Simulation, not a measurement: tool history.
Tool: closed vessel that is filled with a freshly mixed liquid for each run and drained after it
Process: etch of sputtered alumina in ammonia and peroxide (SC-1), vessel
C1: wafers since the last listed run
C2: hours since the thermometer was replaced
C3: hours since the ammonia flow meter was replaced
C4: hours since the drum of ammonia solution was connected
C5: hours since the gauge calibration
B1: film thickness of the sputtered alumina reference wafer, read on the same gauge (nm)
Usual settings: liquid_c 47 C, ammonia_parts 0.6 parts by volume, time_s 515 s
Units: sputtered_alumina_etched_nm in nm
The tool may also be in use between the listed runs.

Run 1, hour 0: usual settings; C1 0; C2 1374.7; C3 346.6; C4 519.9; C5 123.4; B1 119.99. Result: sputtered_alumina_etched_nm 24.61 nm.
Run 2, hour 13.5: usual settings but liquid_c 52 C; C1 1118; C2 1388.2; C3 360.1; C4 533.4; C5 136.9; B1 120.02. Result: sputtered_alumina_etched_nm 32.16 nm.
Run 3, hour 26.2: usual settings; C1 1051; C2 1400.9; C3 372.8; C4 546.1; C5 149.6; B1 119.97. Result: sputtered_alumina_etched_nm 24.66 nm.
Run 4, hour 33.6: usual settings; C1 612; C2 1408.3; C3 380.2; C4 553.5; C5 157; B1 119.95. Result: sputtered_alumina_etched_nm 24.41 nm.
Run 5, hour 44.7: usual settings; C1 919; C2 1419.4; C3 391.3; C4 564.6; C5 168.1; B1 119.98. Result: sputtered_alumina_etched_nm 24.66 nm.
Run 6, hour 59.6: usual settings but liquid_c 43.5 C; C1 1234; C2 1434.3; C3 406.2; C4 579.5; C5 183; B1 119.99. Result: sputtered_alumina_etched_nm 20.42 nm.
Run 7, hour 68.8: usual settings but liquid_c 43.5 C; C1 762; C2 1443.5; C3 415.4; C4 588.7; C5 192.2; B1 120. Result: sputtered_alumina_etched_nm 20.32 nm.
Run 8, hour 82.6: usual settings but liquid_c 43.5 C; C1 1143; C2 1457.3; C3 429.2; C4 602.5; C5 206; B1 120.05. Result: sputtered_alumina_etched_nm 20.06 nm.
Run 9, hour 97.8: usual settings but time_s 445 s; C1 1259; C2 1472.5; C3 444.4; C4 617.7; C5 221.2; B1 119.99. Result: sputtered_alumina_etched_nm 21.41 nm.
Run 10, hour 104.5: usual settings but time_s 445 s; C1 554; C2 1479.2; C3 451.1; C4 624.4; C5 227.9; B1 120. Result: sputtered_alumina_etched_nm 21.35 nm.
Run 11, hour 112.3: usual settings; C1 646; C2 1487; C3 458.9; C4 632.2; C5 235.7; B1 119.98. Result: sputtered_alumina_etched_nm 24.53 nm.
Run 12, hour 129.3: usual settings but ammonia_parts 0.7 parts by volume; C1 1408; C2 1504; C3 475.9; C4 649.2; C5 252.7; B1 120. Result: sputtered_alumina_etched_nm 25.16 nm.
Run 13, hour 142.8: usual settings but time_s 250 s; C1 1118; C2 1517.5; C3 489.4; C4 662.7; C5 266.2; B1 119.97. Result: sputtered_alumina_etched_nm 12.11 nm.
At hour 148.7: ammonia flow meter replaced.
Run 14, hour 159.9: usual settings but liquid_c 41 C, ammonia_parts 0.35 parts by volume; C1 1333; C2 1534.6; C3 11.2; C4 679.8; C5 283.3; B1 119.99. Result: sputtered_alumina_etched_nm 16.8 nm.
Run 15, hour 174.2: usual settings; C1 1184; C2 1548.9; C3 25.5; C4 694.1; C5 297.6; B1 120.03. Result: sputtered_alumina_etched_nm 24.96 nm.
Run 16, hour 187.1: usual settings; C1 1068; C2 1561.8; C3 38.4; C4 707; C5 310.5; B1 120.03. Result: sputtered_alumina_etched_nm 24.82 nm.
At hour 200.8: thermometer replaced.
Run 17, hour 202.7: usual settings but liquid_c 38 C, ammonia_parts 0.5 parts by volume, time_s 410 s; C1 1209; C2 1.9; C3 54; C4 722.6; C5 326.1; B1 120.03. Result: sputtered_alumina_etched_nm 10.34 nm.
At hour 208: new drum of ammonia solution connected.
At hour 208.5: gauge calibrated.
Run 18, hour 210.7: usual settings but time_s 260 s; C1 579; C2 9.9; C3 62; C4 2.7; C5 2.2; B1 120. Result: sputtered_alumina_etched_nm 11.13 nm.
Run 19, hour 228.1: usual settings but liquid_c 39.5 C, time_s 710 s; C1 1441; C2 27.3; C3 79.4; C4 20.1; C5 19.6; B1 120. Result: sputtered_alumina_etched_nm 19.83 nm.
Run 20, hour 242.1: usual settings but ammonia_parts 0.3 parts by volume; C1 1159; C2 41.3; C3 93.4; C4 34.1; C5 33.6; B1 119.99. Result: sputtered_alumina_etched_nm 20.78 nm.
Run 21, hour 259.8: usual settings but liquid_c 39.5 C, ammonia_parts 0.35 parts by volume, time_s 315 s; C1 1466; C2 59; C3 111.1; C4 51.8; C5 51.3; B1 119.96. Result: sputtered_alumina_etched_nm 8.32 nm.
Run 22, hour 270.2: usual settings but liquid_c 41.5 C, ammonia_parts 0.35 parts by volume, time_s 635 s; C1 861; C2 69.4; C3 121.5; C4 62.2; C5 61.7; B1 119.99. Result: sputtered_alumina_etched_nm 19.14 nm.
Run 23, hour 285.5: usual settings; C1 1267; C2 84.7; C3 136.8; C4 77.5; C5 77; B1 120.05. Result: sputtered_alumina_etched_nm 22.25 nm.
Run 24, hour 300.6: usual settings but liquid_c 56.5 C, ammonia_parts 0.5 parts by volume; C1 1250; C2 99.8; C3 151.9; C4 92.6; C5 92.1; B1 120.02. Result: sputtered_alumina_etched_nm 36.67 nm.
Run 25, hour 308.3: usual settings; C1 637; C2 107.5; C3 159.6; C4 100.3; C5 99.8; B1 120.06. Result: sputtered_alumina_etched_nm 22.25 nm.
Run 26, hour 361.9: usual settings; C1 4439; C2 161.1; C3 213.2; C4 153.9; C5 153.4; B1 119.99. Result: sputtered_alumina_etched_nm 22.34 nm.
Run 27, hour 371.1: usual settings but liquid_c 50.5 C, ammonia_parts 0.45 parts by volume, time_s 745 s; C1 762; C2 170.3; C3 222.4; C4 163.1; C5 162.6; B1 119.99. Result: sputtered_alumina_etched_nm 38.37 nm.

Forecast each of these 5 alternatives for the next run:
Run A, hour 371.9: usual settings; C1 66; C2 171.1; C3 223.2; C4 163.9; C5 163.4; B1 ?. Result: sputtered_alumina_etched_nm ?.
Run B, hour 371.9: usual settings but ammonia_parts 0.45 parts by volume; C1 66; C2 171.1; C3 223.2; C4 163.9; C5 163.4; B1 ?. Result: sputtered_alumina_etched_nm ?.
Run C, hour 371.9: usual settings but time_s 370 s; C1 66; C2 171.1; C3 223.2; C4 163.9; C5 163.4; B1 ?. Result: sputtered_alumina_etched_nm ?.
Run D, hour 371.9: usual settings but ammonia_parts 0.5 parts by volume; C1 66; C2 171.1; C3 223.2; C4 163.9; C5 163.4; B1 ?. Result: sputtered_alumina_etched_nm ?.
Run E, hour 371.9: usual settings but liquid_c 50.5 C, ammonia_parts 0.3 parts by volume, time_s 665 s; C1 66; C2 171.1; C3 223.2; C4 163.9; C5 163.4; B1 ?. Result: sputtered_alumina_etched_nm ?.

run      B1  sputtered_alumina_etched_nm
  A  120.02                        22.28
  B  120.02                        21.68
  C  120.02                        16.01
  D  120.02                         21.9
  E  120.02                        32.69
Without the tool's hidden state the same runs would have given:
run  sputtered_alumina_etched_nm
  A                        21.65
  B                        21.07
  C                        15.56
  D                        21.28
  E                        31.79

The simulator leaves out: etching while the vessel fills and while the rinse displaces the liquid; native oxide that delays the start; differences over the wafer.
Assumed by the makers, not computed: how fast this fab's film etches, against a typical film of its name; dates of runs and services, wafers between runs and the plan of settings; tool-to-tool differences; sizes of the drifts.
